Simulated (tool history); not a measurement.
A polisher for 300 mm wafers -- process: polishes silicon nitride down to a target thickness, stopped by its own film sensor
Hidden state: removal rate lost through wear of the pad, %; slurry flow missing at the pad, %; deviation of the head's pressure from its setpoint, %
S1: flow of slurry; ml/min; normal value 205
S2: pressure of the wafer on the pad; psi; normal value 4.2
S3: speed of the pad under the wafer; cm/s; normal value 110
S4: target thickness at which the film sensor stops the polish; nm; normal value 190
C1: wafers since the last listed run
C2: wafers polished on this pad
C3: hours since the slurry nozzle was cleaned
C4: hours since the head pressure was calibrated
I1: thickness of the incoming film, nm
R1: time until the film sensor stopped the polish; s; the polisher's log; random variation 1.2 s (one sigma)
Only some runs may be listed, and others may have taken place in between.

{"run": 1, "hour": 0.0, "S1": 205, "S2": 4.2, "S3": 84, "S4": 190, "C1": 0, "C2": 111, "C3": 142.5, "C4": 454, "I1": 359.1, "R1": 111.9}
{"run": 2, "hour": 14.6, "S1": 205, "S2": 4.2, "S3": 110, "S4": 190, "C1": 158, "C2": 270, "C3": 157.1, "C4": 468.6, "I1": 357.2, "R1": 88.7}
{"run": 3, "hour": 22.0, "S1": 205, "S2": 4.2, "S3": 110, "S4": 190, "C1": 80, "C2": 350, "C3": 164.5, "C4": 476, "I1": 353.1, "R1": 82.7}
{"hour": 36.3, "done": "slurry nozzle cleaned"}
{"run": 4, "hour": 36.8, "S1": 205, "S2": 4.2, "S3": 134, "S4": 223, "C1": 150, "C2": 501, "C3": 0.5, "C4": 490.8, "I1": 357.4, "R1": 60}
{"run": 5, "hour": 46.6, "S1": 205, "S2": 4.2, "S3": 134, "S4": 223, "C1": 106, "C2": 607, "C3": 10.3, "C4": 500.6, "I1": 359.5, "R1": 60.7}
{"run": 6, "hour": 58.4, "S1": 205, "S2": 4.2, "S3": 110, "S4": 190, "C1": 128, "C2": 736, "C3": 22.1, "C4": 512.4, "I1": 362.8, "R1": 89.7}
{"run": 7, "hour": 68.7, "S1": 185, "S2": 4.2, "S3": 110, "S4": 190, "C1": 112, "C2": 848, "C3": 32.4, "C4": 522.7, "I1": 363.3, "R1": 92.3}
{"run": 8, "hour": 81.8, "S1": 205, "S2": 3.5, "S3": 110, "S4": 190, "C1": 142, "C2": 990, "C3": 45.5, "C4": 535.8, "I1": 360, "R1": 107.9}
{"run": 9, "hour": 91.9, "S1": 205, "S2": 3.5, "S3": 110, "S4": 190, "C1": 109, "C2": 1100, "C3": 55.6, "C4": 545.9, "I1": 360.3, "R1": 106.3}
{"run": 10, "hour": 101.8, "S1": 205, "S2": 3.5, "S3": 110, "S4": 190, "C1": 107, "C2": 1208, "C3": 65.5, "C4": 555.8, "I1": 355.6, "R1": 105.5}
{"run": 11, "hour": 119.8, "S1": 205, "S2": 4.2, "S3": 110, "S4": 190, "C1": 195, "C2": 1404, "C3": 83.5, "C4": 573.8, "I1": 357.5, "R1": 91.3}
{"run": 12, "hour": 135.3, "S1": 205, "S2": 4.2, "S3": 110, "S4": 190, "C1": 168, "C2": 1572, "C3": 99, "C4": 589.3, "I1": 366.3, "R1": 94.7}
{"hour": 144.4, "done": "worn pad replaced by a new one"}
{"run": 13, "hour": 145.1, "S1": 205, "S2": 4.2, "S3": 110, "S4": 190, "C1": 63, "C2": 8, "C3": 108.8, "C4": 599.1, "I1": 358.6, "R1": 90.2}
{"hour": 151.6, "done": "head pressure recalibrated"}
{"run": 14, "hour": 159.3, "S1": 205, "S2": 4.2, "S3": 110, "S4": 190, "C1": 132, "C2": 140, "C3": 123, "C4": 7.7, "I1": 360.2, "R1": 83.9}
{"run": 15, "hour": 165.8, "S1": 205, "S2": 4.2, "S3": 110, "S4": 190, "C1": 70, "C2": 211, "C3": 129.5, "C4": 14.2, "I1": 361.6, "R1": 86.7}
{"run": 16, "hour": 180.3, "S1": 205, "S2": 2.9, "S3": 96, "S4": 190, "C1": 157, "C2": 369, "C3": 144, "C4": 28.7, "I1": 358.7, "R1": 133.3}
{"run": 17, "hour": 188.4, "S1": 140, "S2": 5.6, "S3": 110, "S4": 137, "C1": 88, "C2": 457, "C3": 152.1, "C4": 36.8, "I1": 356.4, "R1": 84.6}
{"run": 18, "hour": 198.4, "S1": 205, "S2": 4.2, "S3": 110, "S4": 190, "C1": 108, "C2": 566, "C3": 162.1, "C4": 46.8, "I1": 361.4, "R1": 85.5}
{"run": 19, "hour": 206.5, "S1": 245, "S2": 4.2, "S3": 110, "S4": 190, "C1": 88, "C2": 654, "C3": 170.2, "C4": 54.9, "I1": 364.1, "R1": 84.8}
{"run": 20, "hour": 218.0, "S1": 265, "S2": 4.2, "S3": 110, "S4": 190, "C1": 125, "C2": 779, "C3": 181.7, "C4": 66.4, "I1": 362.2, "R1": 84.2}
{"run": 21, "hour": 227.0, "S1": 205, "S2": 4.9, "S3": 124, "S4": 190, "C1": 97, "C2": 877, "C3": 190.7, "C4": 75.4, "I1": 367.7, "R1": 69.7}
{"run": 22, "hour": 241.2, "S1": 155, "S2": 4.2, "S3": 110, "S4": 190, "C1": 154, "C2": 1031, "C3": 204.9, "C4": 89.6, "I1": 357.4, "R1": 86.7}
{"run": 23, "hour": 252.7, "S1": 205, "S2": 4.2, "S3": 110, "S4": 190, "C1": 125, "C2": 1156, "C3": 216.4, "C4": 101.1, "I1": 358.1, "R1": 86.8}
{"run": 24, "hour": 259.7, "S1": 205, "S2": 3.3, "S3": 110, "S4": 190, "C1": 76, "C2": 1233, "C3": 223.4, "C4": 108.1, "I1": 353, "R1": 105.9}
{"hour": 270.6, "done": "slurry nozzle cleaned"}
{"run": 25, "hour": 274.6, "S1": 250, "S2": 4.2, "S3": 110, "S4": 152, "C1": 151, "C2": 1384, "C3": 4, "C4": 123, "I1": 356.4, "R1": 98.7}
{"hour": 283.7, "done": "worn pad replaced by a new one"}
{"run": 26, "hour": 289.6, "S1": 205, "S2": 4.2, "S3": 110, "S4": 159, "C1": 119, "C2": 63, "C3": 19, "C4": 138, "I1": 353.1, "R1": 98.2}
{"run": 27, "hour": 335.2, "S1": 205, "S2": 4.2, "S3": 88, "S4": 190, "C1": 496, "C2": 560, "C3": 64.6, "C4": 183.6, "I1": 361.6, "R1": 105.7}
{"run": 28, "hour": 343.1, "S1": 245, "S2": 4.9, "S3": 128, "S4": 244, "C1": 85, "C2": 646, "C3": 72.5, "C4": 191.5, "I1": 359.6, "R1": 45.4}
{"run": 29, "hour": 351.2, "S1": 205, "S2": 4.2, "S3": 110, "S4": 190, "C1": 88, "C2": 734, "C3": 80.6, "C4": 199.6, "I1": 359.2, "R1": 87.6}
{"run": 30, "hour": 381.1, "S1": 205, "S2": 3.4, "S3": 110, "S4": 190, "C1": 325, "C2": 1059, "C3": 110.5, "C4": 229.5, "I1": 354.4, "R1": 105.3}
{"run": 31, "hour": 389.8, "S1": 235, "S2": 4.2, "S3": 92, "S4": 190, "C1": 94, "C2": 1154, "C3": 119.2, "C4": 238.2, "I1": 365.3, "R1": 101.9}
{"run": 32, "hour": 401.6, "S1": 205, "S2": 5.2, "S3": 90, "S4": 226, "C1": 128, "C2": 1282, "C3": 131, "C4": 250, "I1": 361.8, "R1": 65.5}
{"run": 33, "hour": 414.4, "S1": 155, "S2": 4.2, "S3": 110, "S4": 190, "C1": 139, "C2": 1421, "C3": 143.8, "C4": 262.8, "I1": 357.4, "R1": 89.6}
{"run": 34, "hour": 427.4, "S1": 205, "S2": 3.8, "S3": 110, "S4": 214, "C1": 141, "C2": 1563, "C3": 156.8, "C4": 275.8, "I1": 357.7, "R1": 80.5}
{"hour": 435.2, "done": "worn pad replaced by a new one"}
{"run": 35, "hour": 436.8, "S1": 205, "S2": 4.2, "S3": 88, "S4": 190, "C1": 58, "C2": 17, "C3": 166.2, "C4": 285.2, "I1": 354.5, "R1": 102.3}
{"run": 36, "hour": 448.4, "S1": 205, "S2": 4.2, "S3": 88, "S4": 190, "C1": 126, "C2": 143, "C3": 177.8, "C4": 296.8, "I1": 359.1, "R1": 107.8}
{"run": 37, "hour": 456.1, "S1": 205, "S2": 5.5, "S3": 120, "S4": 134, "C1": 83, "C2": 227, "C3": 185.5, "C4": 304.5, "I1": 356, "R1": 80.9}
{"hour": 474.3, "done": "slurry nozzle cleaned"}
{"run": 38, "hour": 503.9, "S1": 205, "S2": 4.2, "S3": 110, "S4": 190, "C1": 509, "C2": 736, "C3": 29.6, "C4": 352.3, "I1": 357.9, "R1": 86.9}

Hidden state at the last listed run before each entry between runs and at the first one after, where it differs:
Run 3 -> run 4: slurry nozzle cleaned (hour 36.3)
  deviation of the head's pressure from its setpoint, %: -4.79 -> -5
  measured minus no-state result, R1: +4 -> +3 s
Run 12 -> run 13: worn pad replaced by a new one (hour 144.4)
  deviation of the head's pressure from its setpoint, %: -6.35 -> -6.48
  measured minus no-state result, R1: +6 -> +5.9 s
Run 13 -> run 14: head pressure recalibrated (hour 151.6)
  deviation of the head's pressure from its setpoint, %: -6.48 -> -0.0385
  measured minus no-state result, R1: +5.9 -> +0 s
Run 24 -> run 25: slurry nozzle cleaned (hour 270.6)
  deviation of the head's pressure from its setpoint, %: -1.42 -> -1.62
  measured minus no-state result, R1: +1.5 -> +1.6 s
Run 25 -> run 26: worn pad replaced by a new one (hour 283.7)
  deviation of the head's pressure from its setpoint, %: -1.62 -> -1.83
  measured minus no-state result, R1: +1.6 -> +1.8 s
Run 34 -> run 35: worn pad replaced by a new one (hour 435.2)
  deviation of the head's pressure from its setpoint, %: -3.71 -> -3.84
  measured minus no-state result, R1: +3 -> +4 s
Run 37 -> run 38: slurry nozzle cleaned (hour 474.3)
  deviation of the head's pressure from its setpoint, %: -4.11 -> -4.76
  measured minus no-state result, R1: +3.3 -> +4.1 s

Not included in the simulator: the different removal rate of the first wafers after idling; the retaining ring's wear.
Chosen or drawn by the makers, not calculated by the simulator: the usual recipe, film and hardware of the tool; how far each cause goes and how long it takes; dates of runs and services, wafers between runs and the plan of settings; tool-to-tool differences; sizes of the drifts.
